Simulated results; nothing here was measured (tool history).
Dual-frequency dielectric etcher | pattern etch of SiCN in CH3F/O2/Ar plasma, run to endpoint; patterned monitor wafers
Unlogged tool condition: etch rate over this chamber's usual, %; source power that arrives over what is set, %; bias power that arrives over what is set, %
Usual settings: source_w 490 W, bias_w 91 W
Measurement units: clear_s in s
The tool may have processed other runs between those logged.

run,hour,source_w,bias_w,wafers since the last listed run,hours since the last wet clean,hours since the last source power generator calibration,hours since the last bias power generator calibration,hours since the last upper electrode change,"incoming incoming film thickness, nm",clear_s
1,0,490,91,0,227.1,1694.8,1954.1,1376.3,8.11,21.1
2,34.3,490,91,535,261.4,1729.1,1988.4,1410.6,8.28,21.6
3,49.4,490,91,235,276.5,1744.2,2003.5,1425.7,8.26,21.6
4,61.9,550,91,195,289,1756.7,2016,1438.2,8.28,20.8
5,93.7,550,91,496,320.8,1788.5,2047.8,1470,8.3,20.9
6,128.2,550,91,538,355.3,1823,2082.3,1504.5,8.13,20.6
7,145.4,420,91,268,372.5,1840.2,2099.5,1521.7,8.25,22.5
8,176,490,99,478,403.1,1870.8,2130.1,1552.3,8.13,20.5
9,197.6,490,91,337,424.7,1892.4,2151.7,1573.9,8.17,21.3
10,210.4,490,91,199,437.5,1905.2,2164.5,1586.7,8.2,21.4
11,252.3,490,91,654,479.4,1947.1,2206.4,1628.6,8.17,21.3
# hour 261.4: bias power generator calibrated
# hour 286.7: wet clean of the chamber
12,287.2,570,103,107,0.5,1982,25.8,1663.5,8.25,19.4
13,290,490,91,43,3.3,1984.8,28.6,1666.3,8.28,21.3
14,310.7,440,103,323,24,2005.5,49.3,1687,8.23,20.9
15,323.3,490,91,196,36.6,2018.1,61.9,1699.6,8.2,21.1
16,339.4,530,112,251,52.7,2034.2,78,1715.7,8.22,19.1
# hour 360.5: source power generator calibrated
# hour 384.2: upper electrode replaced
17,402.1,520,104,547,115.4,41.6,140.7,17.9,8.18,19.7
18,436.1,370,82,531,149.4,75.6,174.7,51.9,8.19,24
19,463.6,490,77,429,176.9,103.1,202.2,79.4,8.27,23
20,494.7,550,105,485,208,134.2,233.3,110.5,8.18,19.4
21,518.7,490,91,374,232,158.2,257.3,134.5,8.29,21.4
22,546.7,530,79,437,260,186.2,285.3,162.5,8.21,22.1

Across each entry between runs, compare the hidden state at the last listed run before it with the hidden state at the first listed run after it:
Between runs 11 and 12: bias power generator calibrated (hour 261.4); wet clean of the chamber (hour 286.7)
  etch rate over this chamber's usual, %: -1.5 -> 0.107
Between runs 16 and 17: source power generator calibrated (hour 360.5); upper electrode replaced (hour 384.2)
  etch rate over this chamber's usual, %: -0.0476 -> -0.234

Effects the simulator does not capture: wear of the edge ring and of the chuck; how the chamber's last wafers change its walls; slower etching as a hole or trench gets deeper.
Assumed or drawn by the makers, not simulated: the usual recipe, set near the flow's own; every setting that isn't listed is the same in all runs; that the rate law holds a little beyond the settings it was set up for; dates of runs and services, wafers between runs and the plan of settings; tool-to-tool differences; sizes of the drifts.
